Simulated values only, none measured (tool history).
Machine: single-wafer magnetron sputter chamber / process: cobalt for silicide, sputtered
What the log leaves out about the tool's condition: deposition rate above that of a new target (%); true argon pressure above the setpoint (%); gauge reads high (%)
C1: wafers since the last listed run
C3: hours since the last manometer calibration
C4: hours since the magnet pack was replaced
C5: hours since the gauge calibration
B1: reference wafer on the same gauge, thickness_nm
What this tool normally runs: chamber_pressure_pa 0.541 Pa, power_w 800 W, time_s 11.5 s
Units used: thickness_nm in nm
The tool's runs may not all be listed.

Run 1, hour 0.0: usual settings but power_w 850 W; C1 0; wafers on the sputter target 7724; C3 1732.6; C4 9767.8; C5 258.2; B1 4.798. Result: thickness_nm 4.364 nm.
At hour 3.4: sputter target and shields replaced.
Run 2, hour 44.0: usual settings but power_w 850 W; C1 1271; wafers on the sputter target 1271; C3 1776.6; C4 9811.8; C5 302.2; B1 4.799. Result: thickness_nm 4.532 nm.
Run 3, hour 66.4: usual settings; C1 701; wafers on the sputter target 1972; C3 1799.0; C4 9834.2; C5 324.6; B1 4.802. Result: thickness_nm 4.255 nm.
Run 4, hour 80.6: usual settings; C1 444; wafers on the sputter target 2417; C3 1813.2; C4 9848.4; C5 338.8; B1 4.797. Result: thickness_nm 4.178 nm.
Run 5, hour 87.6: usual settings; C1 219; wafers on the sputter target 2636; C3 1820.2; C4 9855.4; C5 345.8; B1 4.800. Result: thickness_nm 4.225 nm.
At hour 101.1: gauge calibrated.
Run 6, hour 103.5: usual settings but power_w 700 W; C1 497; wafers on the sputter target 3134; C3 1836.1; C4 9871.3; C5 2.4; B1 4.797. Result: thickness_nm 3.711 nm.
Run 7, hour 110.2: usual settings but power_w 700 W; C1 209; wafers on the sputter target 3344; C3 1842.8; C4 9878.0; C5 9.1; B1 4.806. Result: thickness_nm 3.699 nm.
Run 8, hour 128.0: usual settings but chamber_pressure_pa 0.468 Pa; C1 557; wafers on the sputter target 3901; C3 1860.6; C4 9895.8; C5 26.9; B1 4.796. Result: thickness_nm 4.281 nm.
Run 9, hour 141.8: usual settings but chamber_pressure_pa 0.468 Pa; C1 432; wafers on the sputter target 4333; C3 1874.4; C4 9909.6; C5 40.7; B1 4.800. Result: thickness_nm 4.237 nm.
Run 10, hour 155.0: usual settings; C1 413; wafers on the sputter target 4746; C3 1887.6; C4 9922.8; C5 53.9; B1 4.797. Result: thickness_nm 4.154 nm.
Run 11, hour 165.8: usual settings; C1 338; wafers on the sputter target 5085; C3 1898.4; C4 9933.6; C5 64.7; B1 4.797. Result: thickness_nm 4.144 nm.
Run 12, hour 179.8: usual settings but time_s 12.3 s; C1 438; wafers on the sputter target 5523; C3 1912.4; C4 9947.6; C5 78.7; B1 4.800. Result: thickness_nm 4.473 nm.
Run 13, hour 193.2: usual settings but chamber_pressure_pa 0.356 Pa; C1 419; wafers on the sputter target 5942; C3 1925.8; C4 9961.0; C5 92.1; B1 4.802. Result: thickness_nm 4.404 nm.
At hour 205.2: capacitance manometer re-zeroed and calibrated.
Run 14, hour 207.8: usual settings; C1 206; wafers on the sputter target 6149; C3 2.6; C4 9975.6; C5 106.7; B1 4.797. Result: thickness_nm 4.140 nm.
At hour 216.4: magnet pack replaced.
At hour 221.6: sputter target and shields replaced.
Run 15, hour 223.8: usual settings but power_w 650 W, time_s 9.5 s; C1 88; wafers on the sputter target 69; C3 18.6; C4 7.4; C5 122.7; B1 4.802. Result: thickness_nm 2.967 nm.
Run 16, hour 238.8: usual settings; C1 469; wafers on the sputter target 538; C3 33.6; C4 22.4; C5 137.7; B1 4.797. Result: thickness_nm 4.334 nm.
Run 17, hour 256.0: usual settings; C1 538; wafers on the sputter target 1077; C3 50.8; C4 39.6; C5 154.9; B1 4.805. Result: thickness_nm 4.298 nm.
Run 18, hour 273.8: usual settings but chamber_pressure_pa 0.753 Pa, power_w 650 W, time_s 12.9 s; C1 557; wafers on the sputter target 1634; C3 68.6; C4 57.4; C5 172.7; B1 4.799. Result: thickness_nm 3.688 nm.
Run 19, hour 284.2: usual settings but power_w 950 W; C1 325; wafers on the sputter target 1960; C3 79.0; C4 67.8; C5 183.1; B1 4.801. Result: thickness_nm 4.980 nm.
Run 20, hour 299.7: usual settings; C1 485; wafers on the sputter target 2445; C3 94.5; C4 83.3; C5 198.6; B1 4.796. Result: thickness_nm 4.219 nm.
Run 21, hour 312.2: usual settings but chamber_pressure_pa 0.388 Pa, power_w 650 W, time_s 9.4 s; C1 391; wafers on the sputter target 2836; C3 107.0; C4 95.8; C5 211.1; B1 4.801. Result: thickness_nm 2.995 nm.
Run 22, hour 328.6: usual settings but chamber_pressure_pa 0.678 Pa; C1 513; wafers on the sputter target 3350; C3 123.4; C4 112.2; C5 227.5; B1 4.806. Result: thickness_nm 3.975 nm.

Predict each of these 3 candidate next runs independently; none follows another, all start after run 22:
Run A, hour 329.0: usual settings; C1 12; wafers on the sputter target 3362; C3 123.8; C4 112.6; C5 227.9; B1 ?. Result: thickness_nm ?.
Run B, hour 329.0: usual settings but chamber_pressure_pa 0.601 Pa, power_w 600 W, time_s 9.9 s; C1 12; wafers on the sputter target 3362; C3 123.8; C4 112.6; C5 227.9; B1 ?. Result: thickness_nm ?.
Run C, hour 329.0: usual settings but chamber_pressure_pa 0.399 Pa; C1 12; wafers on the sputter target 3362; C3 123.8; C4 112.6; C5 227.9; B1 ?. Result: thickness_nm ?.

run     B1  thickness_nm
  A  4.795         4.191
  B  4.795         2.721
  C  4.795         4.394
Without the tool's unlogged condition, the same runs would have read:
run  thickness_nm
  A         4.417
  B         2.868
  C         4.631

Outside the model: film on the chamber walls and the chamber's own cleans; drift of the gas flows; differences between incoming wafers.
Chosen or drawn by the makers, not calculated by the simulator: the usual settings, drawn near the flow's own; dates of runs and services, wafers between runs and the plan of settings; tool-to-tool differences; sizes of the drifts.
